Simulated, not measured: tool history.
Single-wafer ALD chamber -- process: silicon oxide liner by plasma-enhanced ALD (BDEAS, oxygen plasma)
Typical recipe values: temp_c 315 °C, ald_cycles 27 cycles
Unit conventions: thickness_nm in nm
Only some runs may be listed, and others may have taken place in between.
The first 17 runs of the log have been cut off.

| run | hour | temp_c | ald_cycles | wafers since the last listed run | hours since the last thermocouple change | hours since the gauge calibration | read-back reference wafer on the same gauge, thickness_nm | thickness_nm |
|---|---|---|---|---|---|---|---|---|
| 18 | 822.6 | 315 | 27 | 947 | 456.8 | 1371.8 | 1.972 | 2.421 |
| 19 | 865 | 315 | 29 | 494 | 499.2 | 1414.2 | 1.973 | 2.607 |
| 20 | 920.7 | 303 | 24 | 649 | 554.9 | 1469.9 | 1.966 | 2.182 |
|  | 926.3 | gauge calibrated |
| 21 | 955 | 326 | 27 | 400 | 589.2 | 28.7 | 1.971 | 2.402 |
| 22 | 1000.1 | 327 | 32 | 526 | 634.3 | 73.8 | 1.969 | 2.843 |
| 23 | 1041.1 | 319 | 22 | 478 | 675.3 | 114.8 | 1.968 | 1.946 |
| 24 | 1106.1 | 323 | 23 | 758 | 740.3 | 179.8 | 1.971 | 2.038 |
| 25 | 1171.2 | 315 | 24 | 759 | 805.4 | 244.9 | 1.971 | 2.151 |
| 26 | 1222.1 | 315 | 27 | 593 | 856.3 | 295.8 | 1.971 | 2.419 |
| 27 | 1286.1 | 315 | 27 | 746 | 920.3 | 359.8 | 1.973 | 2.423 |
|  | 1306.9 | thermocouple changed; heater temperature recalibrated |
| 28 | 1480.1 | 315 | 27 | 2170 | 173.2 | 553.8 | 1.968 | 2.407 |
| 29 | 1518.9 | 315 | 25 | 452 | 212 | 592.6 | 1.974 | 2.253 |
| 30 | 1574.3 | 323 | 25 | 646 | 267.4 | 648 | 1.964 | 2.214 |
| 31 | 1603.5 | 329 | 29 | 340 | 296.6 | 677.2 | 1.968 | 2.536 |
| 32 | 1654.6 | 304 | 27 | 596 | 347.7 | 728.3 | 1.97 | 2.459 |
| 33 | 1706.4 | 322 | 30 | 604 | 399.5 | 780.1 | 1.971 | 2.66 |
| 34 | 1744.3 | 323 | 22 | 442 | 437.4 | 818 | 1.97 | 1.968 |
| 35 | 1791.6 | 319 | 27 | 551 | 484.7 | 865.3 | 1.968 | 2.406 |
| 36 | 1838.8 | 303 | 27 | 550 | 531.9 | 912.5 | 1.972 | 2.491 |
| 37 | 1875.7 | 319 | 27 | 430 | 568.8 | 949.4 | 1.97 | 2.407 |
| 38 | 1929.2 | 307 | 22 | 624 | 622.3 | 1002.9 | 1.969 | 2.009 |
| 39 | 1955.8 | 306 | 23 | 310 | 648.9 | 1029.5 | 1.97 | 2.099 |

Below are 3 alternative next runs, each starting from the tool's condition after run 39. Predict each:
| A | 1956.2 | 310 | 27 | 4 | 649.3 | 1029.9 | ? | ? |
| B | 1956.2 | 325 | 22 | 4 | 649.3 | 1029.9 | ? | ? |
| C | 1956.2 | 326 | 23 | 4 | 649.3 | 1029.9 | ? | ? |

| run | read-back reference wafer on the same gauge, thickness_nm | thickness_nm |
|---|---|---|
| A | 1.97 | 2.443 |
| B | 1.97 | 1.95 |
| C | 1.97 | 2.035 |
What these runs would have given with no unlogged condition in the tool:
| run | thickness_nm |
|---|---|
| A | 2.443 |
| B | 1.95 |
| C | 2.035 |
